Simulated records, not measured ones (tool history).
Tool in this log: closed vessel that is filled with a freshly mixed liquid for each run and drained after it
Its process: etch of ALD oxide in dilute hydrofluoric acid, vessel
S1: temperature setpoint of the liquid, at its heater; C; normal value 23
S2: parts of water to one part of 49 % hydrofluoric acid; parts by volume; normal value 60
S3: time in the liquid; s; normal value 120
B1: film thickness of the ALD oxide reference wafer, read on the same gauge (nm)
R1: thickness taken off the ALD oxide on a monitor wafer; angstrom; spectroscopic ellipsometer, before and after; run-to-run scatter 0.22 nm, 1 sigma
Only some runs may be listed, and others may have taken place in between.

| run | day | S1 | S2 | S3 | B1 | R1 |
|---|---|---|---|---|---|---|
| 1 | 0 | 23 | 85 | 120 | 119.99 | 338.3 |
| 2 | 0.667 | 23 | 85 | 120 | 120.01 | 341 |
| 3 | 0.958 | 23 | 60 | 120 | 120.04 | 495.3 |
| 4 | 1.633 | 23 | 60 | 120 | 120.01 | 494.7 |
| 5 | 2.321 | 23 | 60 | 120 | 120.01 | 494.9 |
| 6 | 2.988 | 23 | 60 | 170 | 119.97 | 692.2 |
| 7 | 3.483 | 23 | 60 | 170 | 120.02 | 695 |
| 8 | 4.196 | 23 | 60 | 170 | 120.02 | 700.9 |
| 9 | 4.517 | 24.5 | 60 | 120 | 120.01 | 521.4 |
| 10 | 4.967 | 23 | 40 | 120 | 119.99 | 754.8 |
| 11 | 5.467 | 23 | 40 | 120 | 120.04 | 754.7 |
| 12 | 5.9 | 23 | 40 | 120 | 119.98 | 750.6 |
| 13 | 6.308 | 23 | 60 | 120 | 119.96 | 485.6 |
| 14 | 6.75 | 23 | 60 | 120 | 119.96 | 490.1 |
|  | 7.454 | hydrofluoric acid flow meter replaced |
| 15 | 7.475 | 23 | 60 | 120 | 119.99 | 505.3 |
|  | 7.554 | gauge calibrated |
| 16 | 7.775 | 18 | 60 | 80 | 120.04 | 273.1 |
|  | 8.133 | thermometer replaced |
| 17 | 9.817 | 18.5 | 60 | 95 | 119.97 | 364.1 |
| 18 | 11.025 | 23 | 60 | 120 | 120 | 556.6 |
| 19 | 12.725 | 18.5 | 50 | 50 | 119.95 | 231.5 |
| 20 | 13.396 | 20.5 | 85 | 120 | 119.98 | 339.5 |
| 21 | 14.05 | 18.5 | 60 | 90 | 120.03 | 340.6 |
| 22 | 14.617 | 19 | 60 | 80 | 119.96 | 310.9 |
| 23 | 14.908 | 20 | 35 | 180 | 119.99 | 1288.7 |
| 24 | 15.2 | 23 | 85 | 120 | 120.07 | 372.2 |
| 25 | 15.758 | 19.5 | 70 | 165 | 120.02 | 550.3 |
| 26 | 16.354 | 26.5 | 75 | 150 | 119.99 | 620 |
| 27 | 16.883 | 20.5 | 60 | 120 | 120.05 | 490.7 |
| 28 | 17.517 | 19.5 | 60 | 100 | 119.93 | 395.3 |
| 29 | 18.246 | 23 | 60 | 120 | 120.05 | 545.8 |
| 30 | 18.838 | 23 | 75 | 90 | 119.99 | 319.2 |
| 31 | 19.225 | 23 | 60 | 190 | 120 | 866.3 |
| 32 | 19.867 | 23 | 60 | 85 | 120.02 | 383.9 |
| 33 | 20.425 | 21 | 85 | 120 | 119.96 | 339.7 |

How would selected steps in R1 from run to run divide? Give the signed amount a tool lacking its hidden state would still show from settings, what came in and random variation, and the signed amount left for the hidden state, including any gauge scatter that is not in both of the compared results.
The hidden state here: liquid colder than its thermometer reads (K); hydrofluoric acid flow below the setpoint (%); gauge reads high (%).
Run 5 -> 6: S3 120 -> 170. R1 +197.3 angstrom: hidden state -30.3, all else +227.6.
Run 9 -> 10: S1 24.5 -> 23, S2 60 -> 40. R1 +233.4 angstrom: hidden state -37.5, all else +270.9.
Run 12 -> 13: S2 40 -> 60. R1 -265 angstrom: hidden state +41.2, all else -306.2.
Run 22 -> 23: S1 19 -> 20, S2 60 -> 35, S3 80 -> 180. R1 +977.8 angstrom: hidden state -29.6, all else +1007.4.
Run 23 -> 24: S1 20 -> 23, S2 35 -> 85, S3 180 -> 120. R1 -916.5 angstrom: hidden state +27.4, all else -943.9.
Run 30 -> 31: S2 75 -> 60, S3 90 -> 190. R1 +547.1 angstrom: hidden state -22.3, all else +569.4.
